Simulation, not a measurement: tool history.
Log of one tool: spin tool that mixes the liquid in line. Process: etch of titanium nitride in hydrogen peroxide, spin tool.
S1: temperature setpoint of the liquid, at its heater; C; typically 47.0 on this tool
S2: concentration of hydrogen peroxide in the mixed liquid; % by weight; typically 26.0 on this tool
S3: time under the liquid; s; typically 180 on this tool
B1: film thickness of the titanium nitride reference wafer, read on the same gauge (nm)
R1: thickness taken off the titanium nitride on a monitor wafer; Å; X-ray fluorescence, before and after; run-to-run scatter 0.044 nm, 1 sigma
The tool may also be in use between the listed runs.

{"run": 1, "hour": 0.0, "S1": 47.0, "S2": 30.0, "S3": 250, "B1": 130.03, "R1": 70.0}
{"run": 2, "hour": 10.0, "S1": 47.0, "S2": 30.0, "S3": 250, "B1": 129.97, "R1": 68.9}
{"run": 3, "hour": 22.4, "S1": 47.0, "S2": 30.0, "S3": 250, "B1": 130.0, "R1": 69.9}
{"run": 4, "hour": 53.3, "S1": 47.0, "S2": 26.0, "S3": 180, "B1": 130.01, "R1": 48.3}
{"hour": 78.0, "done": "new drum of peroxide connected"}
{"run": 5, "hour": 103.8, "S1": 47.0, "S2": 26.0, "S3": 180, "B1": 129.98, "R1": 48.0}
{"run": 6, "hour": 116.7, "S1": 47.0, "S2": 26.0, "S3": 180, "B1": 130.02, "R1": 48.1}
{"run": 7, "hour": 131.9, "S1": 39.5, "S2": 26.0, "S3": 180, "B1": 129.99, "R1": 26.8}
{"run": 8, "hour": 146.9, "S1": 39.5, "S2": 26.0, "S3": 180, "B1": 129.99, "R1": 26.9}
{"run": 9, "hour": 154.1, "S1": 39.5, "S2": 26.0, "S3": 180, "B1": 129.97, "R1": 26.9}
{"run": 10, "hour": 161.6, "S1": 47.0, "S2": 26.0, "S3": 180, "B1": 130.04, "R1": 47.9}
{"run": 11, "hour": 169.0, "S1": 47.0, "S2": 26.0, "S3": 180, "B1": 130.01, "R1": 47.2}
{"run": 12, "hour": 176.2, "S1": 47.0, "S2": 26.0, "S3": 180, "B1": 129.99, "R1": 48.2}
{"hour": 182.4, "done": "peroxide flow meter replaced"}
{"run": 13, "hour": 192.1, "S1": 47.0, "S2": 19.5, "S3": 180, "B1": 130.01, "R1": 44.1}
{"hour": 193.7, "done": "gauge calibrated"}
{"run": 14, "hour": 208.5, "S1": 38.0, "S2": 29.0, "S3": 95, "B1": 130.0, "R1": 12.8}
{"run": 15, "hour": 224.3, "S1": 41.5, "S2": 30.0, "S3": 180, "B1": 129.99, "R1": 31.9}
{"hour": 226.5, "done": "thermometer replaced"}
{"run": 16, "hour": 241.0, "S1": 47.0, "S2": 26.0, "S3": 180, "B1": 130.0, "R1": 58.2}
{"run": 17, "hour": 249.6, "S1": 54.5, "S2": 30.0, "S3": 180, "B1": 129.96, "R1": 105.4}
{"hour": 254.7, "done": "heated supply line repaired"}
{"run": 18, "hour": 267.1, "S1": 47.0, "S2": 26.0, "S3": 180, "B1": 130.02, "R1": 66.6}
{"run": 19, "hour": 279.7, "S1": 47.0, "S2": 30.0, "S3": 115, "B1": 130.01, "R1": 43.8}
{"run": 20, "hour": 295.6, "S1": 47.0, "S2": 30.0, "S3": 210, "B1": 130.05, "R1": 80.1}
{"run": 21, "hour": 309.4, "S1": 47.0, "S2": 26.0, "S3": 180, "B1": 130.02, "R1": 66.7}
{"run": 22, "hour": 322.5, "S1": 40.0, "S2": 26.0, "S3": 180, "B1": 129.98, "R1": 39.3}
{"run": 23, "hour": 335.3, "S1": 47.0, "S2": 26.0, "S3": 180, "B1": 129.98, "R1": 66.0}
{"run": 24, "hour": 341.4, "S1": 47.0, "S2": 26.0, "S3": 180, "B1": 130.03, "R1": 65.8}
{"run": 25, "hour": 348.6, "S1": 47.0, "S2": 30.0, "S3": 140, "B1": 130.0, "R1": 53.6}
{"run": 26, "hour": 361.0, "S1": 53.0, "S2": 21.5, "S3": 75, "B1": 129.99, "R1": 40.7}

3 options for the next run, each taken on its own from the tool as it stands now. Forecast them:
{"run": "A", "hour": 361.5, "S1": 47.0, "S2": 26.0, "S3": 240, "B1": "?", "R1": "?"}
{"run": "B", "hour": 361.5, "S1": 37.0, "S2": 30.0, "S3": 140, "B1": "?", "R1": "?"}
{"run": "C", "hour": 361.5, "S1": 55.5, "S2": 21.0, "S3": 270, "B1": "?", "R1": "?"}

run=A B1=129.98 R1=88.6
run=B B1=129.98 R1=24.9
run=C B1=129.98 R1=175.3
Without the tool's unlogged condition, the same runs would have read:
run=A R1=91.1
run=B R1=25.7
run=C R1=180.0

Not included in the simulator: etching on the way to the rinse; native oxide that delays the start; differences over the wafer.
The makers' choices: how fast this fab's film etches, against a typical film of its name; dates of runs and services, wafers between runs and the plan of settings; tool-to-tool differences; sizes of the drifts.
